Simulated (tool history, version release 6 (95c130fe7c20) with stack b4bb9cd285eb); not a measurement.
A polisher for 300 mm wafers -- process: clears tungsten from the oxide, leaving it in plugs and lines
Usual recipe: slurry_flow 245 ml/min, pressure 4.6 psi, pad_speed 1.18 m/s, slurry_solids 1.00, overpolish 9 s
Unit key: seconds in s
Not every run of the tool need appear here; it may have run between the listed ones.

run   hour  slurry_flow  pressure  pad_speed  slurry_solids  overpolish  wafers since the last listed run  wafers polished on this pad  hours since the slurry nozzle was cleaned  hours since the head pressure was calibrated  hours since the slurry blender was calibrated  hours since the slurry got fresh peroxide  incoming thickness of the incoming film, nm  seconds
  1    0.0          245       3.9       1.18           1.00           9                                 0                          587                                      761.2                                        1248.6                                          126.0                                        4.1                                        399.8     65.5
  2    7.5          245       3.9       1.18           1.00           9                                62                          649                                      768.7                                        1256.1                                          133.5                                       11.6                                        396.6     63.7
      12.4  -- head pressure recalibrated
  3   18.5          245       3.9       1.18           1.00           9                                74                          724                                      779.7                                           6.1                                          144.5                                       22.6                                        399.1     65.9
  4   35.8          245       4.6       1.18           1.00           9                               144                          868                                      797.0                                          23.4                                          161.8                                       39.9                                        400.2     54.9
      47.8  -- slurry nozzle cleaned
  5   52.0          245       4.6       1.18           1.00           9                               126                          995                                        4.2                                          39.6                                          178.0                                       56.1                                        402.2     56.0
  6   63.7          245       4.6       1.18           1.00           9                                97                         1092                                       15.9                                          51.3                                          189.7                                       67.8                                        400.1     54.9
      70.9  -- worn pad replaced by a new one, of another model than before
  7   76.4          245       4.6       1.18           1.00           9                                72                           46                                       28.6                                          64.0                                          202.4                                       80.5                                        400.3     55.2
  8   82.7          245       4.6       1.18           1.00           9                                52                           98                                       34.9                                          70.3                                          208.7                                       86.8                                        400.0     55.1
  9   91.8          245       4.6       1.18           1.00           8                                75                          174                                       44.0                                          79.4                                          217.8                                       95.9                                        399.6     56.7
      93.1  -- slurry tank refilled with fresh slurry and peroxide
 10  108.6          245       4.6       1.18           1.15           5                               131                          305                                       60.8                                          96.2                                          234.6                                       15.5                                        404.3     53.7
 11  124.5          245       4.6       1.18           1.15           5                               132                          438                                       76.7                                         112.1                                          250.5                                       31.4                                        398.9     53.6
     129.5  -- slurry blender recalibrated
 12  141.4          245       3.8       1.18           1.00           9                               124                          562                                       93.6                                         129.0                                           11.9                                       48.3                                        402.8     57.0
 13  156.0          205       3.1       1.18           1.00           9                               121                          683                                      108.2                                         143.6                                           26.5                                       62.9                                        395.4     61.8
 14  170.4          210       5.3       1.18           0.75           9                               119                          803                                      122.6                                         158.0                                           40.9                                       77.3                                        395.6     54.2
     184.4  -- slurry tank refilled with fresh slurry and peroxide
 15  184.9          325       4.6       1.18           1.25           9                               112                          916                                      137.1                                         172.5                                           55.4                                        0.5                                        403.6     49.1
     203.3  -- worn pad replaced by a new one
 16  203.8          195       4.6       1.18           1.00           5                               124                            4                                      156.0                                         191.4                                           74.3                                       19.4                                        401.5     54.8
 17  216.3          185       4.6       0.80           1.25          12                               104                          108                                      168.5                                         203.9                                           86.8                                       31.9                                        402.8     65.6
 18  223.4          245       4.6       1.18           1.00           9                                59                          167                                      175.6                                         211.0                                           93.9                                       39.0                                        405.0     54.0
 19  237.3          200       4.1       1.18           0.75           9                               115                          283                                      189.5                                         224.9                                          107.8                                       52.9                                        400.7     64.3
 20  251.3          245       4.6       0.94           1.00           9                               116                          399                                      203.5                                         238.9                                          121.8                                       66.9                                        400.9     64.4
 21  263.8          210       5.3       1.18           0.75           9                               104                          504                                      216.0                                         251.4                                          134.3                                       79.4                                        403.3     57.8
 22  276.2          315       4.6       1.18           1.00           9                               103                          607                                      228.4                                         263.8                                          146.7                                       91.8                                        398.3     54.6
     277.5  -- slurry tank refilled with fresh slurry and peroxide
 23  289.9          245       4.6       1.18           1.25           9                               105                          713                                      242.1                                         277.5                                          160.4                                       12.4                                        396.1     52.2
 24  306.9          245       4.6       1.18           1.00           9                               141                          854                                      259.1                                         294.5                                          177.4                                       29.4                                        400.7     56.9
 25  322.9          245       4.6       1.18           1.00           9                               133                          987                                      275.1                                         310.5                                          193.4                                       45.4                                        393.6     56.1

For some of the steps in seconds from one run to the next: how much would appear even if the tool had no hidden state, given the settings, what came in and random variation, and how much remains for the hidden state plus any gauge scatter that the measured result and the result without hidden state don't share?
The tool's hidden condition here consists of: removal rate lost through wear of the pad, %; slurry flow missing at the pad, %; deviation of the head's pressure from its setpoint, %; abrasive missing from the slurry, %; peroxide lost from the slurry, %.
Run 3 -> 4: pressure 3.9 -> 4.6. seconds -11.0 s: hidden state -0.8, all else -10.2.
Run 11 -> 12: pressure 4.6 -> 3.8, slurry_solids 1.15 -> 1.00, overpolish 5 -> 9, slurry blender recalibrated. seconds +3.4 s: hidden state -4.5, all else +7.9.
Run 16 -> 17: slurry_flow 195 -> 185, pad_speed 1.18 -> 0.80, slurry_solids 1.00 -> 1.25, overpolish 5 -> 12. seconds +10.8 s: hidden state +1.4, all else +9.4.
Run 17 -> 18: slurry_flow 185 -> 245, pad_speed 0.80 -> 1.18, slurry_solids 1.25 -> 1.00, overpolish 12 -> 9. seconds -11.6 s: hidden state -0.9, all else -10.7.

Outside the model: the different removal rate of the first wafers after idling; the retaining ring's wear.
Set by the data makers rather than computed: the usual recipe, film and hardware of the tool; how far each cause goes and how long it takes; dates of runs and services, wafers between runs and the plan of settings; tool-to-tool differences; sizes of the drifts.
